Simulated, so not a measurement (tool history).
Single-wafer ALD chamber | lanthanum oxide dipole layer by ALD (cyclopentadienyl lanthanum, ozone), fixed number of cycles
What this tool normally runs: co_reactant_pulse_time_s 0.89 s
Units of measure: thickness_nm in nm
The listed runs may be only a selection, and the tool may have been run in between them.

run     day  co_reactant_pulse_time_s  wafers since the last listed run  hours since the last thermocouple change  hours since the last ozone generator service  hours since the showerhead was replaced  hours since the gauge calibration  read-back reference wafer on the same gauge, thickness_nm  thickness_nm
  1   0.000                      0.72                                 0                                     657.5                                         955.8                                   2462.8                              394.3                                                      0.433         0.442
  2   2.671                      0.65                              1322                                     721.6                                        1019.9                                   2526.9                              458.4                                                      0.432         0.423
  3   4.921                      0.65                              1114                                     775.6                                        1073.9                                   2580.9                              512.4                                                      0.432         0.421
  4   6.471                      0.89                               767                                     812.8                                        1111.1                                   2618.1                              549.6                                                      0.432         0.470
  5   8.388                      1.00                               949                                     858.8                                        1157.1                                   2664.1                              595.6                                                      0.432         0.488
  6  11.017                      0.89                              1302                                     921.9                                        1220.2                                   2727.2                              658.7                                                      0.431         0.468
  7  13.558                      0.89                              1258                                     982.9                                        1281.2                                   2788.2                              719.7                                                      0.432         0.463
     15.308  -- showerhead replaced
  8  15.329                      0.89                               712                                    1025.4                                        1323.7                                      0.5                              762.2                                                      0.432         0.466
     16.771  -- gauge calibrated
  9  17.900                      0.89                              1273                                    1087.1                                        1385.4                                     62.2                               27.1                                                      0.432         0.459
 10  20.462                      0.89                              1269                                    1148.6                                        1446.9                                    123.7                               88.6                                                      0.431         0.461
 11  22.821                      1.15                              1168                                    1205.2                                        1503.5                                    180.3                              145.2                                                      0.432         0.497
 12  24.954                      0.62                              1056                                    1256.4                                        1554.7                                    231.5                              196.4                                                      0.432         0.403
     26.283  -- thermocouple changed; heater temperature recalibrated
 13  26.796                      0.71                               747                                      12.3                                        1598.9                                    275.7                              240.6                                                      0.432         0.420
 14  29.738                      0.89                              1457                                      82.9                                        1669.5                                    346.3                              311.2                                                      0.432         0.452
     30.108  -- ozone generator serviced
 15  31.925                      0.89                               918                                     135.4                                          43.6                                    398.8                              363.7                                                      0.431         0.488
 16  33.533                      0.89                               796                                     174.0                                          82.2                                    437.4                              402.3                                                      0.432         0.487
 17  36.138                      1.13                              1289                                     236.5                                         144.7                                    499.9                              464.8                                                      0.432         0.516
 18  38.496                      0.89                              1168                                     293.1                                         201.3                                    556.5                              521.4                                                      0.432         0.483
 19  41.396                      0.98                              1436                                     362.7                                         270.9                                    626.1                              591.0                                                      0.432         0.493
     42.992  -- gauge calibrated
 20  43.746                      0.58                              1163                                     419.1                                         327.3                                    682.5                               18.1                                                      0.432         0.418
 21  46.458                      1.11                              1343                                     484.2                                         392.4                                    747.6                               83.2                                                      0.432         0.514

5 options for the next run, each taken on its own from the tool as it stands now. Forecast them:
  A  46.475                      0.89                                 8                                     484.6                                         392.8                                    748.0                               83.6                                                          ?             ?
  B  46.475                      1.12                                 8                                     484.6                                         392.8                                    748.0                               83.6                                                          ?             ?
  C  46.475                      0.79                                 8                                     484.6                                         392.8                                    748.0                               83.6                                                          ?             ?
  D  46.475                      0.59                                 8                                     484.6                                         392.8                                    748.0                               83.6                                                          ?             ?
  E  46.475                      1.04                                 8                                     484.6                                         392.8                                    748.0                               83.6                                                          ?             ?

run  read-back reference wafer on the same gauge, thickness_nm  thickness_nm
  A                                                      0.432         0.482
  B                                                      0.432         0.513
  C                                                      0.432         0.465
  D                                                      0.432         0.420
  E                                                      0.432         0.504
Stripped of hidden state, with their random variation kept, the same runs would have yielded:
run  thickness_nm
  A         0.486
  B         0.517
  C         0.469
  D         0.425
  E         0.507

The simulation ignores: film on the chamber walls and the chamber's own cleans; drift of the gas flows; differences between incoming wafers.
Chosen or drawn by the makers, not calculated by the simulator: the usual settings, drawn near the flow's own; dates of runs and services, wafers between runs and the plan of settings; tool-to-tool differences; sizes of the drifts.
